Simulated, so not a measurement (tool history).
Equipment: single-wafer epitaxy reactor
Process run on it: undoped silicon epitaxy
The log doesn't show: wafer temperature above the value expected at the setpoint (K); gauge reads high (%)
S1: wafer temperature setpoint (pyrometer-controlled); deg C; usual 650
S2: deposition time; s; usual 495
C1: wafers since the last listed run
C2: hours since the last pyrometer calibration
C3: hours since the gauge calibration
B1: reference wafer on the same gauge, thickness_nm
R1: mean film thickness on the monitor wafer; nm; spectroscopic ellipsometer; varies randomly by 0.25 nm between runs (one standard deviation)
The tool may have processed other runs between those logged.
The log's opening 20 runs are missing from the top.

run,hour,S1,S2,C1,C2,C3,B1,R1
21,243.9,650,460,44,27.4,466.2,90.694,75.212
22,257.3,661,495,52,40.8,479.6,90.709,101.183
23,273.3,665,452,63,56.8,495.6,90.700,99.433
24,280.6,660,440,28,64.1,502.9,90.672,88.020
25,290.6,650,456,39,74.1,512.9,90.725,74.635
26,296.8,662,420,24,80.3,519.1,90.620,87.376
27,307.1,650,495,40,90.6,529.4,90.689,80.839
28,315.6,638,527,33,99.1,537.9,90.722,67.533
29,326.6,650,495,43,110.1,548.9,90.694,80.611
30,336.3,664,495,38,119.8,558.6,90.707,106.385
31,349.5,641,548,52,133.0,571.8,90.692,74.484
32,365.9,650,495,64,149.4,588.2,90.690,80.681
# hour 368.8: gauge calibrated
33,377.2,646,397,44,160.7,8.4,90.704,60.186
34,392.9,638,527,61,176.4,24.1,90.690,67.423
35,406.9,635,399,55,190.4,38.1,90.719,47.900
36,447.7,660,470,160,231.2,78.9,90.748,93.021
37,456.6,646,536,35,240.1,87.8,90.741,80.451
38,469.8,650,495,52,253.3,101.0,90.713,80.101
39,485.6,656,440,62,269.1,116.8,90.639,80.488

Run 40 has not been measured yet. What should we expect?
40,496.2,660,432,41,279.7,127.4,?,?

B1: 90.763
R1: 85.573 nm
On a tool with no hidden condition, and with the same random variation, this run would have come out at R1 86.264 nm.
